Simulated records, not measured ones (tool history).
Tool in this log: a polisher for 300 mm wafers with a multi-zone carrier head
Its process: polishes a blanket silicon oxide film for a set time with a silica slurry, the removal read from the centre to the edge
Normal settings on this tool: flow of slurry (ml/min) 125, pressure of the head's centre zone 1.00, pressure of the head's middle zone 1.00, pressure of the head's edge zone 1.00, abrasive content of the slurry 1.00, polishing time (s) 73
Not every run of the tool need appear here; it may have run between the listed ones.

| run | hour | flow of slurry (ml/min) | pressure of the head's centre zone | pressure of the head's middle zone | pressure of the head's edge zone | abrasive content of the slurry | polishing time (s) | wafers since the last listed run | wafers polished on this pad | hours since the slurry nozzle was cleaned | hours since the centre zone pressure was calibrated | hours since the edge zone pressure was calibrated | hours since the carrier head's membrane was replaced | incoming thickness of the incoming film, nm | film removed at the wafer's centre (Å) | film removed at mid-radius (Å) | film removed at the wafer's edge (Å) |
|---|---|---|---|---|---|---|---|---|---|---|---|---|---|---|---|---|---|
| 1 | 0.0 | 140 | 1.00 | 1.00 | 1.00 | 1.00 | 73 | 0 | 1451 | 295.8 | 192.0 | 208.2 | 353.6 | 1838.4 | 2164 | 2187 | 2239 |
| 2 | 81.0 | 125 | 1.00 | 1.00 | 1.00 | 1.00 | 73 | 706 | 2158 | 376.8 | 273.0 | 289.2 | 434.6 | 1830.3 | 2033 | 2123 | 2144 |
| 3 | 127.0 | 125 | 1.00 | 1.00 | 1.00 | 1.00 | 64 | 401 | 2559 | 422.8 | 319.0 | 335.2 | 480.6 | 1807.8 | 1812 | 1837 | 1867 |
| 4 | 207.8 | 125 | 1.00 | 1.00 | 1.00 | 1.00 | 90 | 704 | 3264 | 503.6 | 399.8 | 416.0 | 561.4 | 1823.4 | 2489 | 2540 | 2626 |
| 5 | 282.8 | 125 | 1.00 | 1.00 | 1.00 | 1.00 | 90 | 654 | 3918 | 578.6 | 474.8 | 491.0 | 636.4 | 1780.9 | 2430 | 2577 | 2650 |
|  | 379.9 | slurry nozzle cleaned |
| 6 | 380.8 | 125 | 1.00 | 1.00 | 1.00 | 1.15 | 73 | 846 | 4764 | 0.9 | 572.8 | 589.0 | 734.4 | 1827.6 | 2406 | 2506 | 2402 |
|  | 419.9 | worn pad replaced by a new one |
| 7 | 487.1 | 125 | 1.05 | 0.96 | 1.00 | 1.00 | 73 | 892 | 586 | 107.2 | 679.1 | 695.3 | 840.7 | 1825.6 | 2299 | 2139 | 2297 |
| 8 | 569.8 | 125 | 1.00 | 1.12 | 1.00 | 0.80 | 73 | 721 | 1307 | 189.9 | 761.8 | 778.0 | 923.4 | 1822.6 | 1956 | 2171 | 2047 |
| 9 | 664.9 | 125 | 1.00 | 1.00 | 1.00 | 1.20 | 73 | 829 | 2137 | 285.0 | 856.9 | 873.1 | 1018.5 | 1788.6 | 2207 | 2255 | 2332 |
| 10 | 729.7 | 125 | 1.00 | 1.00 | 0.95 | 0.75 | 73 | 565 | 2702 | 349.8 | 921.7 | 937.9 | 1083.3 | 1855.7 | 1828 | 1903 | 1896 |
| 11 | 833.0 | 125 | 1.00 | 1.00 | 0.95 | 0.80 | 73 | 901 | 3603 | 453.1 | 1025.0 | 1041.2 | 1186.6 | 1792.4 | 1842 | 1890 | 1889 |
|  | 879.8 | worn pad replaced by a new one |
|  | 896.5 | edge zone pressure recalibrated |
|  | 924.8 | carrier head's membrane replaced by a new one |
| 12 | 965.1 | 125 | 0.89 | 1.00 | 1.00 | 1.00 | 73 | 1056 | 683 | 585.2 | 1157.1 | 68.6 | 40.3 | 1826.1 | 1765 | 2047 | 2153 |
| 13 | 1011.1 | 125 | 1.00 | 1.00 | 1.00 | 1.00 | 73 | 401 | 1084 | 631.2 | 1203.1 | 114.6 | 86.3 | 1794.7 | 2029 | 2094 | 2117 |
|  | 1044.2 | slurry nozzle cleaned |
| 14 | 1084.5 | 125 | 1.00 | 1.00 | 1.00 | 1.00 | 64 | 631 | 1716 | 40.3 | 1276.5 | 188.0 | 159.7 | 1825.0 | 2000 | 2020 | 1995 |
| 15 | 1247.8 | 125 | 0.96 | 1.06 | 1.00 | 1.00 | 73 | 1424 | 3140 | 203.6 | 1439.8 | 351.3 | 323.0 | 1839.2 | 2003 | 2276 | 2172 |
| 16 | 1345.4 | 125 | 1.00 | 1.00 | 1.00 | 1.00 | 73 | 851 | 3991 | 301.2 | 1537.4 | 448.9 | 420.6 | 1804.6 | 2092 | 2158 | 2142 |
|  | 1366.5 | worn pad replaced by a new one |
| 17 | 1409.0 | 125 | 1.00 | 1.00 | 1.00 | 1.10 | 73 | 519 | 370 | 364.8 | 1601.0 | 512.5 | 484.2 | 1820.3 | 2133 | 2167 | 2242 |
|  | 1416.8 | centre zone pressure recalibrated |
| 18 | 1481.3 | 145 | 0.89 | 1.00 | 1.00 | 0.90 | 59 | 613 | 984 | 437.1 | 64.5 | 584.8 | 556.5 | 1852.2 | 1417 | 1625 | 1691 |
| 19 | 1574.0 | 125 | 1.10 | 0.95 | 1.00 | 1.00 | 59 | 808 | 1792 | 529.8 | 157.2 | 677.5 | 649.2 | 1814.7 | 1806 | 1605 | 1707 |
|  | 1622.8 | slurry nozzle cleaned |
| 20 | 1885.1 | 155 | 1.10 | 1.00 | 0.90 | 1.00 | 73 | 2704 | 4497 | 262.3 | 468.3 | 988.6 | 960.3 | 1823.6 | 2476 | 2276 | 2158 |
|  | 1895.6 | worn pad replaced by a new one |
|  | 1935.2 | edge zone pressure recalibrated |
| 21 | 1988.4 | 125 | 1.10 | 0.93 | 1.00 | 1.00 | 80 | 848 | 792 | 365.6 | 571.6 | 53.2 | 1063.6 | 1810.0 | 2500 | 2182 | 2392 |

What was the tool's hidden state at every run in the log?
removal rate lost through wear of the pad, %: 0, the same for each run
deviation of the centre zone's pressure from its setpoint, %: 0, the same for each run
deviation of the edge zone's pressure from its setpoint, %: 0, the same for each run
H1: slurry flow missing at the pad, %
| run | H1 |
|---|---|
| 1 | 29.9 |
| 2 | 33 |
| 3 | 34.3 |
| 4 | 36 |
| 5 | 37.1 |
| 6 | 0.275 |
| 7 | 15.6 |
| 8 | 23.2 |
| 9 | 29 |
| 10 | 31.7 |
| 11 | 34.6 |
| 12 | 36.7 |
| 13 | 37.2 |
| 14 | 8.35 |
| 15 | 25.7 |
| 16 | 31.2 |
| 17 | 33.7 |
| 18 | 35.7 |
| 19 | 37.5 |
| 20 | 28 |
| 21 | 32.4 |
